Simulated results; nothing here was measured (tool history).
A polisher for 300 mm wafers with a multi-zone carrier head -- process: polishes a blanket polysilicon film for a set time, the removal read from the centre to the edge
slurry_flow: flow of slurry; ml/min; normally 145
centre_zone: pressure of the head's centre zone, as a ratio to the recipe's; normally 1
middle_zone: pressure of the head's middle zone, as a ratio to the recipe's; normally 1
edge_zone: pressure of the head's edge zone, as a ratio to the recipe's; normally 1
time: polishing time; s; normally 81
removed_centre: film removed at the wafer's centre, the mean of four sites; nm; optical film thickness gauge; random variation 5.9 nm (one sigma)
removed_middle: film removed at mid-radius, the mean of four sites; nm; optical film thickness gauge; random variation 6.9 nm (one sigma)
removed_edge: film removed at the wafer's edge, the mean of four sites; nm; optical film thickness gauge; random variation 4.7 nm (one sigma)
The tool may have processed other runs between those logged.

run    hour  slurry_flow  centre_zone  middle_zone  edge_zone  time  wafers since the last listed run  wafers polished on this pad  hours since the slurry nozzle was cleaned  hours since the centre zone pressure was calibrated  hours since the edge zone pressure was calibrated  hours since the carrier head's membrane was replaced  incoming thickness of the incoming film, nm  removed_centre  removed_middle  removed_edge
  1       0          190            1         0.94          1    81                                 0                          100                                      131.1                                                  421                                              474.4                                                  54.8                                       1320.4           544.2           485.3         514.5
  2    69.9          145            1            1          1    81                               485                          586                                        201                                                490.9                                              544.3                                                 124.7                                       1325.2           503.4           477.1         500.4
  3   138.8          180         0.96         0.88       1.11    81                               478                         1064                                      269.9                                                559.8                                              613.2                                                 193.6                                       1305.2           491.3           441.8         520.6
  4   195.9          120            1          0.9       0.91    81                               396                         1461                                        327                                                616.9                                              670.3                                                 250.7                                         1310           465.9           420.1           448
      222.1  -- edge zone pressure recalibrated
  5   230.2          145            1            1          1    81                               224                         1685                                      361.3                                                651.2                                                8.1                                                   285                                         1336           495.6           471.3         474.7
  6   267.1          145            1            1       0.95    81                               256                         1941                                      398.2                                                688.1                                                 45                                                 321.9                                       1328.3           482.4           473.9         468.2
      314.1  -- slurry nozzle cleaned
  7   329.3          145            1            1          1    81                               425                         2366                                       15.2                                                750.3                                              107.2                                                 384.1                                       1311.1           481.6           477.8         474.3
  8   355.5          125            1            1       1.12    81                               181                         2548                                       41.4                                                776.5                                              133.4                                                 410.3                                       1313.1           462.6           463.4         491.4
  9   398.8          190            1         0.92          1    61                               300                         2849                                       84.7                                                819.8                                              176.7                                                 453.6                                       1336.9           377.6           345.2         360.9
 10     456          145            1            1          1    81                               397                         3246                                      141.9                                                  877                                              233.9                                                 510.8                                       1330.1           482.5           469.7         471.9
      470.5  -- worn pad replaced by a new one
 11   497.4          145            1            1          1    81                               259                          186                                      183.3                                                918.4                                              275.3                                                 552.2                                       1313.8           528.5           505.6         500.6
 12   557.7          145            1            1        0.9    81                               418                          605                                      243.6                                                978.7                                              335.6                                                 612.5                                       1333.7           505.3           481.5         471.5
 13   620.8          145            1         0.96       1.11    62                               438                         1043                                      306.7                                               1041.8                                              398.7                                                 675.6                                       1318.7           385.8           356.2         392.9
 14   676.4          145            1         0.96          1    81                               386                         1429                                      362.3                                               1097.4                                              454.3                                                 731.2                                       1334.6           500.9           459.9         483.1
 15   737.4          145         1.04         1.08          1    81                               423                         1853                                      423.3                                               1158.4                                              515.3                                                 792.2                                       1291.9           508.4           494.8         479.5
 16   763.7          145            1          0.9          1    96                               182                         2036                                      449.6                                               1184.7                                              541.6                                                 818.5                                       1319.6           579.7           516.7         575.3
      772.7  -- slurry nozzle cleaned
      783.6  -- centre zone pressure recalibrated
 17   815.4          145            1         0.89          1    81                               338                         2374                                       42.7                                                 31.8                                              593.3                                                 870.2                                       1306.2           483.3           430.5           472
      852.9  -- edge zone pressure recalibrated
 18   867.5          145            1         0.95          1    81                               347                         2722                                       94.8                                                 83.9                                               14.6                                                 922.3                                       1304.7           482.7           443.8         474.3
 19   937.8          195            1            1          1    81                               488                         3210                                      165.1                                                154.2                                               84.9                                                 992.6                                       1323.7           503.5           483.6         498.8
      946.5  -- worn pad replaced by a new one
 20   979.1          145            1            1          1    90                               259                          226                                      206.4                                                195.5                                              126.2                                                1033.9                                       1323.7           562.1           551.7           549
 21  1028.5          170            1            1          1   102                               343                          569                                      255.8                                                244.9                                              175.6                                                1083.3                                       1318.4           664.2           624.1         634.5
 22  1066.1          145            1            1          1    98                               261                          830                                      293.4                                                282.5                                              213.2                                                1120.9                                       1330.9           600.7           588.8         583.5

4 ways to go on from here, each from the tool as it stands after run 22. What would each give?
  A  1066.5          145            1            1          1    81                                 2                          833                                      293.8                                                282.9                                              213.6                                                1121.3                                       1347.4               ?               ?             ?
  B  1066.5          125            1         0.94       0.92    81                                 2                          833                                      293.8                                                282.9                                              213.6                                                1121.3                                       1347.4               ?               ?             ?
  C  1066.5          145            1         1.06          1    81                                 2                          833                                      293.8                                                282.9                                              213.6                                                1121.3                                       1347.4               ?               ?             ?
  D  1066.5          145         1.06            1          1    81                                 2                          833                                      293.8                                                282.9                                              213.6                                                1121.3                                       1347.4               ?               ?             ?

run  removed_centre  removed_middle  removed_edge
  A           501.6           471.9         487.1
  B           487.4             437         460.3
  C           501.8           495.8         486.7
  D           531.9           471.8         487.1
Without the tool's unlogged condition, the same runs would have read:
run  removed_centre  removed_middle  removed_edge
  A             529           497.7         513.7
  B           514.1           460.9         485.5
  C           529.2           522.9         513.3
  D             561           497.6         513.7
